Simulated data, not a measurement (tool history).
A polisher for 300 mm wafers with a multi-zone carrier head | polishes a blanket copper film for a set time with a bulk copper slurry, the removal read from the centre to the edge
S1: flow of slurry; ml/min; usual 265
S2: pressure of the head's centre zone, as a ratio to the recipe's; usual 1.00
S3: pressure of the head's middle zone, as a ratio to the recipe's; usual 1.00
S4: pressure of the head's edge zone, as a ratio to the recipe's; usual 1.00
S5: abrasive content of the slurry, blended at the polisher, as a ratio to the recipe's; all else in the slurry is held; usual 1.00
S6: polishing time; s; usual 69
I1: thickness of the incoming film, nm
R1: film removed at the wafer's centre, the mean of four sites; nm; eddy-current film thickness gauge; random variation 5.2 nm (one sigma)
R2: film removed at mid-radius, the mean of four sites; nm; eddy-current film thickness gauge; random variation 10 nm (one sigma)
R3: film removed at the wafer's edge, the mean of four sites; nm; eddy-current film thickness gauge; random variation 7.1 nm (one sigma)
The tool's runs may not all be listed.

run 1 hour=0.0 | S1=265 S2=1.00 S3=1.00 S4=1.00 S5=1.00 S6=69 | I1=3629.5 | R1=836.7 R2=832.5 R3=834.3
-- hour=0.8 worn pad replaced by a new one
run 2 hour=12.2 | S1=265 S2=1.00 S3=1.00 S4=1.00 S5=1.00 S6=69 | I1=3620.5 | R1=863.0 R2=893.1 R3=862.6
run 3 hour=19.8 | S1=265 S2=1.00 S3=1.00 S4=1.00 S5=1.00 S6=69 | I1=3634.8 | R1=856.6 R2=879.2 R3=849.5
run 4 hour=27.1 | S1=265 S2=1.00 S3=1.00 S4=1.00 S5=1.00 S6=69 | I1=3685.8 | R1=854.7 R2=837.3 R3=847.8
run 5 hour=34.5 | S1=265 S2=1.00 S3=1.00 S4=1.00 S5=1.00 S6=69 | I1=3643.6 | R1=851.7 R2=843.4 R3=846.8
run 6 hour=44.2 | S1=265 S2=1.00 S3=1.00 S4=1.00 S5=1.00 S6=69 | I1=3614.7 | R1=830.0 R2=835.1 R3=829.8
-- hour=52.2 worn pad replaced by a new one
run 7 hour=57.6 | S1=265 S2=1.00 S3=1.00 S4=1.00 S5=1.00 S6=69 | I1=3643.7 | R1=869.4 R2=882.4 R3=867.2
run 8 hour=74.0 | S1=265 S2=1.00 S3=1.00 S4=1.00 S5=1.00 S6=69 | I1=3640.7 | R1=868.9 R2=863.8 R3=861.5
-- hour=79.8 carrier head's membrane replaced by a new one
run 9 hour=88.3 | S1=265 S2=1.11 S3=0.95 S4=1.00 S5=1.00 S6=60 | I1=3690.5 | R1=822.3 R2=724.2 R3=731.1
-- hour=95.2 worn pad replaced by a new one
run 10 hour=104.5 | S1=265 S2=1.00 S3=1.00 S4=1.00 S5=1.00 S6=87 | I1=3645.5 | R1=1100.8 R2=1121.7 R3=1073.3
-- hour=111.3 centre zone pressure recalibrated
-- hour=114.6 slurry nozzle cleaned
run 11 hour=119.7 | S1=265 S2=1.00 S3=1.00 S4=1.11 S5=1.00 S6=69 | I1=3624.2 | R1=891.3 R2=878.5 R3=924.8
-- hour=135.8 worn pad replaced by a new one
run 12 hour=136.5 | S1=350 S2=1.00 S3=1.00 S4=1.05 S5=1.00 S6=69 | I1=3624.9 | R1=907.8 R2=913.9 R3=925.1
-- hour=138.6 edge zone pressure recalibrated
run 13 hour=151.7 | S1=265 S2=1.00 S3=1.00 S4=1.00 S5=1.00 S6=87 | I1=3594.9 | R1=1115.0 R2=1140.0 R3=1098.5
run 14 hour=168.6 | S1=265 S2=1.00 S3=1.00 S4=1.00 S5=1.00 S6=69 | I1=3579.5 | R1=873.3 R2=872.4 R3=857.7
-- hour=178.4 worn pad replaced by a new one
run 15 hour=185.4 | S1=265 S2=1.00 S3=1.00 S4=1.00 S5=1.00 S6=69 | I1=3597.5 | R1=880.9 R2=888.6 R3=864.3
run 16 hour=201.6 | S1=265 S2=0.91 S3=1.00 S4=1.00 S5=1.00 S6=49 | I1=3659.5 | R1=564.1 R2=615.5 R3=605.8

Some steps in R1 between neighbouring runs. How much of each would the tool show without its hidden state too (settings, what came in, random variation), and how much is left for the hidden state, with any gauge scatter that isn't in both results?
The hidden state here: removal rate lost through wear of the pad, %; slurry flow missing at the pad, %; deviation of the centre zone's pressure from its setpoint, %; deviation of the edge zone's pressure from its setpoint, %.
Run 6 -> 7: worn pad replaced by a new one. R1 +39.4 nm: hidden state +41.6, all else -2.2.
Run 15 -> 16: S2 1.00 -> 0.91, S6 69 -> 49. R1 -316.8 nm: hidden state +1.0, all else -317.8.
